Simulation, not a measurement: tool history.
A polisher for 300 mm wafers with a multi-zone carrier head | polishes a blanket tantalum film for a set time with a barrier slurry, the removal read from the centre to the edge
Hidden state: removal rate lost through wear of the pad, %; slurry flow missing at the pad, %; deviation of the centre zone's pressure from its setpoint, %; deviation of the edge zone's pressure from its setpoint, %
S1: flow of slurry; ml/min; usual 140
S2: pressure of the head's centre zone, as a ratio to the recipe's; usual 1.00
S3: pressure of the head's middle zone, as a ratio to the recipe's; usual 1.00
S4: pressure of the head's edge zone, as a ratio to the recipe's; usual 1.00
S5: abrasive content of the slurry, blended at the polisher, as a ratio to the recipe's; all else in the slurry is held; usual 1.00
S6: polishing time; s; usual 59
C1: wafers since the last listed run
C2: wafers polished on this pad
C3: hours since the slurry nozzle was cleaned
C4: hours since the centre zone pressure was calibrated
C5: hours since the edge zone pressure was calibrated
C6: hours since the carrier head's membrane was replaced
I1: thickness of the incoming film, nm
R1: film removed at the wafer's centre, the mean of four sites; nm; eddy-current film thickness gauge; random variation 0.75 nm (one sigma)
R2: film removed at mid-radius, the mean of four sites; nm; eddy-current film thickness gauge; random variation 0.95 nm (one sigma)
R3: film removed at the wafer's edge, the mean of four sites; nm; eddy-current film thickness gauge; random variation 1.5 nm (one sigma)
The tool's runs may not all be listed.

{"run": 1, "hour": 0.0, "S1": 140, "S2": 1.0, "S3": 1.0, "S4": 1.0, "S5": 1.0, "S6": 59, "C1": 0, "C2": 254, "C3": 190.9, "C4": 36.3, "C5": 154.5, "C6": 1792.3, "I1": 433.6, "R1": 106.0, "R2": 106.7, "R3": 105.8}
{"hour": 16.8, "done": "carrier head's membrane replaced by a new one"}
{"run": 2, "hour": 17.3, "S1": 140, "S2": 0.91, "S3": 1.0, "S4": 1.06, "S5": 1.0, "S6": 59, "C1": 167, "C2": 422, "C3": 208.2, "C4": 53.6, "C5": 171.8, "C6": 0.5, "I1": 439.3, "R1": 98.3, "R2": 104.7, "R3": 109.7}
{"run": 3, "hour": 28.3, "S1": 185, "S2": 1.0, "S3": 1.0, "S4": 1.0, "S5": 1.0, "S6": 59, "C1": 149, "C2": 572, "C3": 219.2, "C4": 64.6, "C5": 182.8, "C6": 11.5, "I1": 431.9, "R1": 112.3, "R2": 112.1, "R3": 110.0}
{"run": 4, "hour": 44.2, "S1": 140, "S2": 0.96, "S3": 1.0, "S4": 1.0, "S5": 0.8, "S6": 59, "C1": 216, "C2": 788, "C3": 235.1, "C4": 80.5, "C5": 198.7, "C6": 27.4, "I1": 439.9, "R1": 88.8, "R2": 90.8, "R3": 94.6}
{"run": 5, "hour": 60.0, "S1": 140, "S2": 0.96, "S3": 1.0, "S4": 1.0, "S5": 0.8, "S6": 59, "C1": 215, "C2": 1003, "C3": 250.9, "C4": 96.3, "C5": 214.5, "C6": 43.2, "I1": 438.7, "R1": 88.8, "R2": 91.6, "R3": 91.5}
{"run": 6, "hour": 77.4, "S1": 170, "S2": 1.0, "S3": 1.04, "S4": 1.0, "S5": 1.1, "S6": 59, "C1": 236, "C2": 1240, "C3": 268.3, "C4": 113.7, "C5": 231.9, "C6": 60.6, "I1": 445.5, "R1": 114.8, "R2": 117.8, "R3": 115.1}
{"run": 7, "hour": 92.6, "S1": 170, "S2": 1.0, "S3": 1.04, "S4": 1.0, "S5": 1.1, "S6": 59, "C1": 206, "C2": 1447, "C3": 283.5, "C4": 128.9, "C5": 247.1, "C6": 75.8, "I1": 438.9, "R1": 115.2, "R2": 114.9, "R3": 112.8}
{"hour": 107.5, "done": "worn pad replaced by a new one"}
{"run": 8, "hour": 109.9, "S1": 160, "S2": 0.94, "S3": 1.0, "S4": 1.0, "S5": 0.85, "S6": 68, "C1": 181, "C2": 33, "C3": 300.8, "C4": 146.2, "C5": 264.4, "C6": 93.1, "I1": 445.0, "R1": 106.3, "R2": 112.5, "R3": 114.5}
{"run": 9, "hour": 126.2, "S1": 140, "S2": 1.09, "S3": 1.0, "S4": 1.09, "S5": 1.0, "S6": 43, "C1": 221, "C2": 255, "C3": 317.1, "C4": 162.5, "C5": 280.7, "C6": 109.4, "I1": 436.5, "R1": 81.6, "R2": 75.7, "R3": 80.5}
{"run": 10, "hour": 139.6, "S1": 115, "S2": 1.0, "S3": 1.06, "S4": 1.0, "S5": 0.9, "S6": 75, "C1": 182, "C2": 437, "C3": 330.5, "C4": 175.9, "C5": 294.1, "C6": 122.8, "I1": 445.1, "R1": 115.5, "R2": 123.8, "R3": 121.4}
{"run": 11, "hour": 153.9, "S1": 140, "S2": 1.0, "S3": 1.0, "S4": 1.0, "S5": 1.0, "S6": 59, "C1": 194, "C2": 632, "C3": 344.8, "C4": 190.2, "C5": 308.4, "C6": 137.1, "I1": 440.6, "R1": 103.1, "R2": 102.6, "R3": 104.7}
{"run": 12, "hour": 161.5, "S1": 140, "S2": 1.0, "S3": 1.0, "S4": 0.9, "S5": 1.0, "S6": 70, "C1": 103, "C2": 735, "C3": 352.4, "C4": 197.8, "C5": 316.0, "C6": 144.7, "I1": 433.1, "R1": 122.2, "R2": 121.8, "R3": 119.3}
{"hour": 165.4, "done": "slurry nozzle cleaned"}
{"hour": 174.2, "done": "edge zone pressure recalibrated"}
{"run": 13, "hour": 176.2, "S1": 170, "S2": 1.0, "S3": 1.0, "S4": 1.0, "S5": 1.1, "S6": 59, "C1": 159, "C2": 895, "C3": 10.8, "C4": 212.5, "C5": 2.0, "C6": 159.4, "I1": 438.6, "R1": 117.2, "R2": 115.7, "R3": 115.2}
{"run": 14, "hour": 189.1, "S1": 140, "S2": 1.06, "S3": 1.0, "S4": 1.0, "S5": 0.75, "S6": 59, "C1": 175, "C2": 1070, "C3": 23.7, "C4": 225.4, "C5": 14.9, "C6": 172.3, "I1": 436.0, "R1": 92.4, "R2": 89.1, "R3": 88.7}
{"run": 15, "hour": 195.1, "S1": 140, "S2": 1.0, "S3": 1.0, "S4": 1.0, "S5": 1.0, "S6": 45, "C1": 81, "C2": 1152, "C3": 29.7, "C4": 231.4, "C5": 20.9, "C6": 178.3, "I1": 442.1, "R1": 81.6, "R2": 82.1, "R3": 79.7}
{"hour": 211.5, "done": "worn pad replaced by a new one"}
{"run": 16, "hour": 212.0, "S1": 140, "S2": 1.0, "S3": 1.0, "S4": 1.0, "S5": 1.0, "S6": 59, "C1": 175, "C2": 6, "C3": 46.6, "C4": 248.3, "C5": 37.8, "C6": 195.2, "I1": 442.0, "R1": 106.2, "R2": 106.4, "R3": 106.6}
{"run": 17, "hour": 224.8, "S1": 140, "S2": 0.91, "S3": 1.0, "S4": 1.0, "S5": 1.0, "S6": 59, "C1": 174, "C2": 180, "C3": 59.4, "C4": 261.1, "C5": 50.6, "C6": 208.0, "I1": 435.2, "R1": 99.5, "R2": 108.7, "R3": 107.6}
{"run": 18, "hour": 252.7, "S1": 140, "S2": 1.0, "S3": 1.0, "S4": 1.0, "S5": 1.0, "S6": 59, "C1": 379, "C2": 560, "C3": 87.3, "C4": 289.0, "C5": 78.5, "C6": 235.9, "I1": 432.3, "R1": 108.4, "R2": 106.0, "R3": 105.4}
{"run": 19, "hour": 268.6, "S1": 165, "S2": 0.9, "S3": 1.11, "S4": 1.0, "S5": 1.15, "S6": 59, "C1": 216, "C2": 777, "C3": 103.2, "C4": 304.9, "C5": 94.4, "C6": 251.8, "I1": 437.7, "R1": 108.2, "R2": 127.4, "R3": 115.4}
{"run": 20, "hour": 277.9, "S1": 140, "S2": 1.0, "S3": 1.0, "S4": 1.0, "S5": 1.0, "S6": 59, "C1": 126, "C2": 903, "C3": 112.5, "C4": 314.2, "C5": 103.7, "C6": 261.1, "I1": 435.9, "R1": 108.4, "R2": 106.6, "R3": 106.9}
{"run": 21, "hour": 284.7, "S1": 140, "S2": 1.06, "S3": 1.0, "S4": 1.0, "S5": 1.15, "S6": 59, "C1": 92, "C2": 996, "C3": 119.3, "C4": 321.0, "C5": 110.5, "C6": 267.9, "I1": 446.4, "R1": 121.1, "R2": 111.5, "R3": 114.9}

5 ways to go on from here, each from the tool as it stands after run 21. What would each give?
{"run": "A", "hour": 285.1, "S1": 140, "S2": 1.0, "S3": 1.0, "S4": 1.0, "S5": 1.0, "S6": 59, "C1": 5, "C2": 1001, "C3": 119.7, "C4": 321.4, "C5": 110.9, "C6": 268.3, "I1": 444.7, "R1": "?", "R2": "?", "R3": "?"}
{"run": "B", "hour": 285.1, "S1": 105, "S2": 0.95, "S3": 1.0, "S4": 1.12, "S5": 1.0, "S6": 59, "C1": 5, "C2": 1001, "C3": 119.7, "C4": 321.4, "C5": 110.9, "C6": 268.3, "I1": 444.7, "R1": "?", "R2": "?", "R3": "?"}
{"run": "C", "hour": 285.1, "S1": 140, "S2": 1.0, "S3": 0.94, "S4": 1.1, "S5": 1.0, "S6": 42, "C1": 5, "C2": 1001, "C3": 119.7, "C4": 321.4, "C5": 110.9, "C6": 268.3, "I1": 444.7, "R1": "?", "R2": "?", "R3": "?"}
{"run": "D", "hour": 285.1, "S1": 110, "S2": 1.0, "S3": 1.0, "S4": 1.0, "S5": 1.1, "S6": 59, "C1": 5, "C2": 1001, "C3": 119.7, "C4": 321.4, "C5": 110.9, "C6": 268.3, "I1": 444.7, "R1": "?", "R2": "?", "R3": "?"}
{"run": "E", "hour": 285.1, "S1": 140, "S2": 1.0, "S3": 1.0, "S4": 0.94, "S5": 1.3, "S6": 59, "C1": 5, "C2": 1001, "C3": 119.7, "C4": 321.4, "C5": 110.9, "C6": 268.3, "I1": 444.7, "R1": "?", "R2": "?", "R3": "?"}

run=A R1=108.9 R2=107.0 R3=110.7
run=B R1=95.0 R2=98.9 R3=108.8
run=C R1=77.5 R2=72.3 R3=81.4
run=D R1=105.5 R2=104.7 R3=110.4
run=E R1=120.5 R2=118.5 R3=120.1
Without the tool's hidden state the same runs would have given:
run=A R1=110.5 R2=107.9 R3=111.3
run=B R1=96.8 R2=100.0 R3=109.6
run=C R1=78.7 R2=72.9 R3=81.9
run=D R1=107.4 R2=105.8 R3=111.2
run=E R1=122.4 R2=119.4 R3=120.8
